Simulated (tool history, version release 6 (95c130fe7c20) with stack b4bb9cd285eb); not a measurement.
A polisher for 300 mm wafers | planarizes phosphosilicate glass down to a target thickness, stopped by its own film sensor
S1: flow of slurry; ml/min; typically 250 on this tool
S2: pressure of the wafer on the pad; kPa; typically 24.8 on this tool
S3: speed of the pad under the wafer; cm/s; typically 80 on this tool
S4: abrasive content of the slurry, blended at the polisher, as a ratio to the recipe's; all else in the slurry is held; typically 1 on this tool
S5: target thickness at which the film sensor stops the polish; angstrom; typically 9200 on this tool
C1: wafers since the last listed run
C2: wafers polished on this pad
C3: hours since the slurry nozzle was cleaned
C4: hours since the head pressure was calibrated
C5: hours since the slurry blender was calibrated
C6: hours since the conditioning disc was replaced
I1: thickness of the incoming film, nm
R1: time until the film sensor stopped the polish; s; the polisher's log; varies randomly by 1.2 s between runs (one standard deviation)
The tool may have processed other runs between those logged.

| run | hour | S1 | S2 | S3 | S4 | S5 | C1 | C2 | C3 | C4 | C5 | C6 | I1 | R1 |
|---|---|---|---|---|---|---|---|---|---|---|---|---|---|---|
| 1 | 0 | 250 | 24.8 | 80 | 1 | 9200 | 0 | 2916 | 233.3 | 603.9 | 241.9 | 273 | 1795.3 | 139.5 |
|  | 24.5 | worn pad replaced by a new one |
|  | 85.2 | slurry blender recalibrated |
|  | 103.2 | slurry nozzle cleaned |
| 2 | 106.1 | 250 | 24.8 | 80 | 1 | 9200 | 948 | 751 | 2.9 | 710 | 20.9 | 379.1 | 1773.9 | 123.5 |
|  | 109 | conditioning disc replaced and pad reconditioned |
| 3 | 184.9 | 250 | 24.8 | 80 | 1 | 9200 | 734 | 1486 | 81.7 | 788.8 | 99.7 | 75.9 | 1789.3 | 130.8 |
| 4 | 238.1 | 250 | 24.8 | 80 | 1 | 9200 | 508 | 1995 | 134.9 | 842 | 152.9 | 129.1 | 1795.5 | 133.9 |
| 5 | 287.9 | 250 | 24.8 | 64 | 1 | 9200 | 476 | 2471 | 184.7 | 891.8 | 202.7 | 178.9 | 1798.5 | 158.8 |
|  | 350.9 | slurry blender recalibrated |
|  | 366.1 | worn pad replaced by a new one |
| 6 | 382.9 | 250 | 24.8 | 64 | 1 | 9200 | 851 | 160 | 279.7 | 986.8 | 32 | 273.9 | 1792.2 | 144.6 |
|  | 459.2 | slurry nozzle cleaned |
| 7 | 477.2 | 250 | 24.8 | 80 | 1 | 9200 | 892 | 1053 | 18 | 1081.1 | 126.3 | 368.2 | 1782.1 | 123.5 |
|  | 481.5 | conditioning disc replaced and pad reconditioned |
| 8 | 552.5 | 250 | 24.8 | 80 | 1 | 9200 | 701 | 1754 | 93.3 | 1156.4 | 201.6 | 71 | 1771.3 | 125.3 |
| 9 | 603.4 | 250 | 24.8 | 80 | 1 | 9200 | 486 | 2241 | 144.2 | 1207.3 | 252.5 | 121.9 | 1771.2 | 129.2 |
|  | 639.5 | slurry blender recalibrated |
|  | 647.7 | head pressure recalibrated |
| 10 | 698.4 | 250 | 24.8 | 80 | 1 | 9200 | 870 | 3111 | 239.2 | 50.7 | 58.9 | 216.9 | 1776 | 138.9 |
|  | 706.4 | worn pad replaced by a new one |
| 11 | 734.6 | 250 | 24.8 | 80 | 1 | 9200 | 308 | 269 | 275.4 | 86.9 | 95.1 | 253.1 | 1766.3 | 120.6 |
|  | 751.9 | slurry nozzle cleaned |
|  | 778.5 | conditioning disc replaced and pad reconditioned |
| 12 | 788.5 | 275 | 24.8 | 80 | 1 | 11030 | 486 | 756 | 36.6 | 140.8 | 149 | 10 | 1787.7 | 96.9 |
| 13 | 864.2 | 250 | 24.8 | 80 | 0.85 | 7240 | 724 | 1480 | 112.3 | 216.5 | 224.7 | 85.7 | 1796.5 | 160.7 |
|  | 920 | slurry blender recalibrated |
| 14 | 920.5 | 185 | 17.2 | 80 | 1.25 | 9200 | 519 | 2000 | 168.6 | 272.8 | 0.5 | 142 | 1758 | 175 |
| 15 | 983.9 | 250 | 17.9 | 80 | 1 | 11880 | 606 | 2606 | 232 | 336.2 | 63.9 | 205.4 | 1788 | 129.7 |
|  | 1059.9 | worn pad replaced by a new one |
| 16 | 1061.7 | 250 | 20.7 | 106 | 0.75 | 12160 | 705 | 16 | 309.8 | 414 | 141.7 | 283.2 | 1804.6 | 85.8 |
|  | 1091.8 | slurry nozzle cleaned |
|  | 1120.9 | conditioning disc replaced and pad reconditioned |
| 17 | 1166.2 | 250 | 24.8 | 80 | 1 | 9200 | 970 | 987 | 74.4 | 518.5 | 246.2 | 45.3 | 1777.5 | 121.6 |
|  | 1212.5 | slurry blender recalibrated |
| 18 | 1266.1 | 250 | 24.8 | 80 | 1 | 9200 | 936 | 1924 | 174.3 | 618.4 | 53.6 | 145.2 | 1788.1 | 128.5 |
| 19 | 1333.9 | 250 | 24.8 | 80 | 1 | 9200 | 648 | 2572 | 242.1 | 686.2 | 121.4 | 213 | 1749.7 | 130.3 |
|  | 1369.3 | slurry nozzle cleaned |
| 20 | 1395.4 | 250 | 24.8 | 80 | 1 | 9200 | 578 | 3151 | 26.1 | 747.7 | 182.9 | 274.5 | 1755.1 | 135.4 |
|  | 1413.9 | worn pad replaced by a new one |
|  | 1435.6 | conditioning disc replaced and pad reconditioned |
| 21 | 1440 | 250 | 24.8 | 80 | 1 | 9200 | 369 | 230 | 70.7 | 792.3 | 227.5 | 4.4 | 1758.5 | 116.8 |
| 22 | 1495.7 | 250 | 24.8 | 80 | 0.75 | 10730 | 532 | 763 | 126.4 | 848 | 283.2 | 60.1 | 1766.3 | 106.5 |
|  | 1533 | slurry blender recalibrated |
| 23 | 1551.5 | 250 | 24.8 | 68 | 1 | 7190 | 514 | 1278 | 182.2 | 903.8 | 18.5 | 115.9 | 1783 | 172.1 |

Exercise: give the hidden state of the tool at every run:
slurry flow missing at the pad, %: 0, the same for each run
deviation of the head's pressure from its setpoint, %: 0, the same for each run
abrasive missing from the slurry, %: 0, the same for each run
time polished since the conditioner stopped cutting, s: 0, the same for each run
H1: removal rate lost through wear of the pad, %
| run | H1 |
|---|---|
| 1 | 12.7 |
| 2 | 3.42 |
| 3 | 5.86 |
| 4 | 8.42 |
| 5 | 11.5 |
| 6 | 0.683 |
| 7 | 2.23 |
| 8 | 5.11 |
| 9 | 7.88 |
| 10 | 14.8 |
| 11 | 1.03 |
| 12 | 1.79 |
| 13 | 4.12 |
| 14 | 6.81 |
| 15 | 10.8 |
| 16 | 0.207 |
| 17 | 1.66 |
| 18 | 5.66 |
| 19 | 9.84 |
| 20 | 14.7 |
| 21 | 0.297 |
| 22 | 1.07 |
| 23 | 2.64 |

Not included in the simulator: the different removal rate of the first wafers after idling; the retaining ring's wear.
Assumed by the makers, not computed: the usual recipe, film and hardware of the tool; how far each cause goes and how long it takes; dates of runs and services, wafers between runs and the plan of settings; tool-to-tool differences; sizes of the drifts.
